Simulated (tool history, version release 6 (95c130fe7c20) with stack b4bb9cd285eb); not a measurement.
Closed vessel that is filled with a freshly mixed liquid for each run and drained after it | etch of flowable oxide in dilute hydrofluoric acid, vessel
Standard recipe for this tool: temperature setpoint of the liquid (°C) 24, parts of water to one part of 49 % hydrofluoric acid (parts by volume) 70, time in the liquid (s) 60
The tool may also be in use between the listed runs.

| run | day | temperature setpoint of the liquid (°C) | parts of water to one part of 49 % hydrofluoric acid (parts by volume) | time in the liquid (s) | wafers since the last listed run | hours since the thermometer was replaced | hours since the hydrofluoric acid flow meter was replaced | hours since the gauge calibration | read-back film thickness of the flowable oxide reference wafer, read on the same gauge (nm) | thickness taken off the flowable oxide on a monitor wafer (nm) |
|---|---|---|---|---|---|---|---|---|---|---|
| 1 | 0 | 24 | 70 | 60 | 0 | 429.8 | 114.5 | 1018.7 | 70.01 | 36.78 |
| 2 | 2.25 | 24 | 70 | 60 | 5348 | 483.8 | 168.5 | 1072.7 | 69.99 | 37.28 |
|  | 4.212 | gauge calibrated |
| 3 | 10.171 | 24 | 70 | 60 | 18828 | 673.9 | 358.6 | 143 | 69.99 | 38.22 |
| 4 | 12.4 | 24 | 70 | 60 | 5298 | 727.4 | 412.1 | 196.5 | 70 | 38.54 |
| 5 | 14.35 | 24 | 70 | 60 | 4635 | 774.2 | 458.9 | 243.3 | 69.99 | 39.01 |
| 6 | 15.992 | 24 | 70 | 60 | 3902 | 813.6 | 498.3 | 282.7 | 69.98 | 38.81 |
| 7 | 23.846 | 24 | 70 | 60 | 18669 | 1002.1 | 686.8 | 471.2 | 70.01 | 39.67 |
|  | 24.354 | thermometer replaced |
| 8 | 25.896 | 24 | 70 | 35 | 4773 | 37 | 736 | 520.4 | 70.01 | 21.47 |
| 9 | 30.046 | 23 | 70 | 60 | 9864 | 136.6 | 835.6 | 620 | 69.99 | 36.19 |
| 10 | 32.696 | 23 | 70 | 60 | 6299 | 200.2 | 899.2 | 683.6 | 69.99 | 36.5 |
| 11 | 33.825 | 23 | 70 | 60 | 2684 | 227.3 | 926.3 | 710.7 | 70.01 | 35.93 |
| 12 | 35.262 | 24 | 50 | 60 | 3416 | 261.8 | 960.8 | 745.2 | 70 | 54.37 |
| 13 | 36.533 | 24 | 50 | 60 | 3020 | 292.3 | 991.3 | 775.7 | 70.01 | 55.03 |
| 14 | 38.671 | 24 | 60 | 60 | 5080 | 343.6 | 1042.6 | 827 | 69.98 | 45.08 |
| 15 | 40.117 | 24 | 40 | 60 | 3436 | 378.3 | 1077.3 | 861.7 | 69.99 | 69.81 |
| 16 | 42.971 | 28 | 95 | 30 | 6784 | 446.8 | 1145.8 | 930.2 | 70 | 16.17 |
| 17 | 44.817 | 24 | 70 | 60 | 4387 | 491.1 | 1190.1 | 974.5 | 70 | 39.45 |
| 18 | 46.046 | 26.5 | 70 | 80 | 2921 | 520.6 | 1219.6 | 1004 | 70.01 | 57.78 |
| 19 | 48.042 | 24 | 70 | 60 | 4744 | 568.5 | 1267.5 | 1051.9 | 70 | 39.29 |
| 20 | 49.104 | 28.5 | 90 | 60 | 2525 | 594 | 1293 | 1077.4 | 70 | 35.86 |
| 21 | 50.954 | 24 | 70 | 60 | 4397 | 638.4 | 1337.4 | 1121.8 | 70.01 | 39.2 |
|  | 51.55 | hydrofluoric acid flow meter replaced |
|  | 52.888 | gauge calibrated |
| 22 | 53.412 | 24 | 80 | 80 | 5744 | 697.4 | 44.7 | 12.6 | 70.02 | 44.1 |
| 23 | 55.412 | 23 | 70 | 60 | 4754 | 745.4 | 92.7 | 60.6 | 70 | 36.67 |
| 24 | 58.383 | 24 | 80 | 60 | 7061 | 816.7 | 164 | 131.9 | 69.98 | 33.51 |
| 25 | 60.775 | 24 | 70 | 90 | 5685 | 874.1 | 221.4 | 189.3 | 70 | 58.4 |
| 26 | 63.362 | 27 | 60 | 50 | 6150 | 936.2 | 283.5 | 251.4 | 69.98 | 43.33 |
|  | 64.15 | thermometer replaced |
| 27 | 64.454 | 24 | 85 | 70 | 2495 | 7.3 | 309.7 | 277.6 | 70.02 | 34.47 |
| 28 | 67.279 | 24 | 70 | 60 | 6715 | 75.1 | 377.5 | 345.4 | 70 | 36.52 |

Here are 3 independent what-if runs from the current tool condition. What would each one return?
| A | 67.308 | 24 | 70 | 70 | 69 | 75.8 | 378.2 | 346.1 | ? | ? |
| B | 67.308 | 24 | 60 | 85 | 69 | 75.8 | 378.2 | 346.1 | ? | ? |
| C | 67.308 | 24 | 70 | 30 | 69 | 75.8 | 378.2 | 346.1 | ? | ? |

| run | read-back film thickness of the flowable oxide reference wafer, read on the same gauge (nm) | thickness taken off the flowable oxide on a monitor wafer (nm) |
|---|---|---|
| A | 70.01 | 42.66 |
| B | 70.01 | 61.21 |
| C | 70.01 | 18.28 |
Had the tool no hidden state, the same runs would have come out as:
| run | thickness taken off the flowable oxide on a monitor wafer (nm) |
|---|---|
| A | 41.24 |
| B | 59.19 |
| C | 17.68 |
